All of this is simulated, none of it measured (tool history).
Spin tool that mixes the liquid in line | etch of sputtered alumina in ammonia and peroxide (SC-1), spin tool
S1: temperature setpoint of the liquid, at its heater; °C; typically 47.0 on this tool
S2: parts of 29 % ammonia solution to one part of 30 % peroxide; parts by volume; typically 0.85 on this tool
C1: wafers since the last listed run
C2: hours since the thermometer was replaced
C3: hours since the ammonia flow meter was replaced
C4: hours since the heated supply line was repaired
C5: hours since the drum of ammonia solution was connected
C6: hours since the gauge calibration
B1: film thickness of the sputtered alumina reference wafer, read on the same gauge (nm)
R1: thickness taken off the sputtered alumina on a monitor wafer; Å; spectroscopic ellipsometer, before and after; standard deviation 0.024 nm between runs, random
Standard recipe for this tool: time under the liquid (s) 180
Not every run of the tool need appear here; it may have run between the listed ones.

Run 1, day 0.000: usual settings; C1 0; C2 2751.6; C3 81.5; C4 806.2; C5 305.6; C6 463.3; B1 60.00. Result: R1 70.2 Å.
Run 2, day 0.842: usual settings; C1 162; C2 2771.8; C3 101.7; C4 826.4; C5 325.8; C6 483.5; B1 60.00. Result: R1 70.5 Å.
Run 3, day 1.379: usual settings; C1 103; C2 2784.7; C3 114.6; C4 839.3; C5 338.7; C6 496.4; B1 60.01. Result: R1 70.4 Å.
Run 4, day 2.742: usual settings but time under the liquid (s) 250; C1 263; C2 2817.4; C3 147.3; C4 872.0; C5 371.4; C6 529.1; B1 60.00. Result: R1 97.5 Å.
Run 5, day 3.967: usual settings but time under the liquid (s) 250; C1 236; C2 2846.8; C3 176.7; C4 901.4; C5 400.8; C6 558.5; B1 59.98. Result: R1 96.9 Å.
Run 6, day 4.671: usual settings but time under the liquid (s) 250; C1 136; C2 2863.7; C3 193.6; C4 918.3; C5 417.7; C6 575.4; B1 60.00. Result: R1 97.0 Å.
Run 7, day 5.967: usual settings but S1 54.5 °C, time under the liquid (s) 95; C1 250; C2 2894.8; C3 224.7; C4 949.4; C5 448.8; C6 606.5; B1 60.00. Result: R1 55.6 Å.
Run 8, day 7.012: usual settings; C1 202; C2 2919.9; C3 249.8; C4 974.5; C5 473.9; C6 631.6; B1 59.99. Result: R1 69.8 Å.
At day 7.908: gauge calibrated.
Run 9, day 8.408: usual settings; C1 270; C2 2953.4; C3 283.3; C4 1008.0; C5 507.4; C6 12.0; B1 60.00. Result: R1 69.6 Å.
At day 8.804: new drum of ammonia solution connected.
Run 10, day 8.954: usual settings; C1 97; C2 2966.5; C3 296.4; C4 1021.1; C5 3.6; C6 25.1; B1 60.00. Result: R1 69.4 Å.
At day 9.683: thermometer replaced.
Run 11, day 10.158: usual settings; C1 224; C2 11.4; C3 325.3; C4 1050.0; C5 32.5; C6 54.0; B1 60.01. Result: R1 69.7 Å.
Run 12, day 11.421: usual settings; C1 244; C2 41.7; C3 355.6; C4 1080.3; C5 62.8; C6 84.3; B1 60.00. Result: R1 69.4 Å.
Run 13, day 12.388: usual settings but S1 50.0 °C, S2 1.05 parts by volume, time under the liquid (s) 80; C1 186; C2 64.9; C3 378.8; C4 1103.5; C5 86.0; C6 107.5; B1 60.00. Result: R1 37.2 Å.
At day 13.775: ammonia flow meter replaced.
Run 14, day 13.796: usual settings; C1 264; C2 98.7; C3 0.5; C4 1137.3; C5 119.8; C6 141.3; B1 60.00. Result: R1 68.8 Å.
Run 15, day 14.333: usual settings but time under the liquid (s) 265; C1 103; C2 111.6; C3 13.4; C4 1150.2; C5 132.7; C6 154.2; B1 60.01. Result: R1 101.6 Å.
At day 14.721: heated supply line repaired.
Run 16, day 15.375: usual settings but S1 55.5 °C; C1 193; C2 136.6; C3 38.4; C4 15.7; C5 157.7; C6 179.2; B1 60.00. Result: R1 116.0 Å.
Run 17, day 15.975: usual settings but S1 38.0 °C; C1 116; C2 151.0; C3 52.8; C4 30.1; C5 172.1; C6 193.6; B1 60.00. Result: R1 43.6 Å.
Run 18, day 17.246: usual settings but S1 54.5 °C; C1 245; C2 181.5; C3 83.3; C4 60.6; C5 202.6; C6 224.1; B1 60.01. Result: R1 111.2 Å.
Run 19, day 17.933: usual settings but S1 40.5 °C, S2 0.55 parts by volume, time under the liquid (s) 270; C1 132; C2 198.0; C3 99.8; C4 77.1; C5 219.1; C6 240.6; B1 59.98. Result: R1 72.5 Å.
Run 20, day 19.321: usual settings but S1 41.5 °C, S2 1.10 parts by volume; C1 268; C2 231.3; C3 133.1; C4 110.4; C5 252.4; C6 273.9; B1 60.01. Result: R1 54.7 Å.
Run 21, day 20.112: usual settings; C1 153; C2 250.3; C3 152.1; C4 129.4; C5 271.4; C6 292.9; B1 60.01. Result: R1 73.1 Å.
Run 22, day 20.788: usual settings but S1 43.5 °C, time under the liquid (s) 80; C1 130; C2 266.5; C3 168.3; C4 145.6; C5 287.6; C6 309.1; B1 59.98. Result: R1 26.7 Å.
Run 23, day 21.796: usual settings but S1 55.5 °C, S2 1.15 parts by volume; C1 195; C2 290.7; C3 192.5; C4 169.8; C5 311.8; C6 333.3; B1 60.00. Result: R1 119.7 Å.
Run 24, day 22.950: usual settings but S1 38.0 °C, S2 0.65 parts by volume; C1 223; C2 318.4; C3 220.2; C4 197.5; C5 339.5; C6 361.0; B1 60.03. Result: R1 41.9 Å.
Run 25, day 24.121: usual settings; C1 226; C2 346.5; C3 248.3; C4 225.6; C5 367.6; C6 389.1; B1 60.01. Result: R1 72.7 Å.

Subtracting, for every run, the result it would have given without the tool's unlogged condition from the measured result gives the following. The same run-to-run variation enters both numbers; the gauge's scatter may not:
The tool's hidden condition here consists of: liquid hotter than its thermometer reads (K); ammonia flow above the setpoint (%); temperature lost on the way to the wafer (K); ammonia solution weaker than its label (%); gauge reads high (%).
run    R1
  1  -3.6
  2  -3.7
  3  -3.7
  4  -5.3
  5  -5.5
  6  -5.6
  7  -3.1
  8  -4.3
  9  -4.4
 10  -4.4
 11  -4.6
 12  -4.7
 13  -2.5
 14  -4.9
 15  -7.3
 16  -0.6
 17  -0.2
 18  -0.8
 19  -0.6
 20  -0.6
 21  -0.8
 22  -0.3
 23  -1.6
 24  -0.7
 25  -1.2
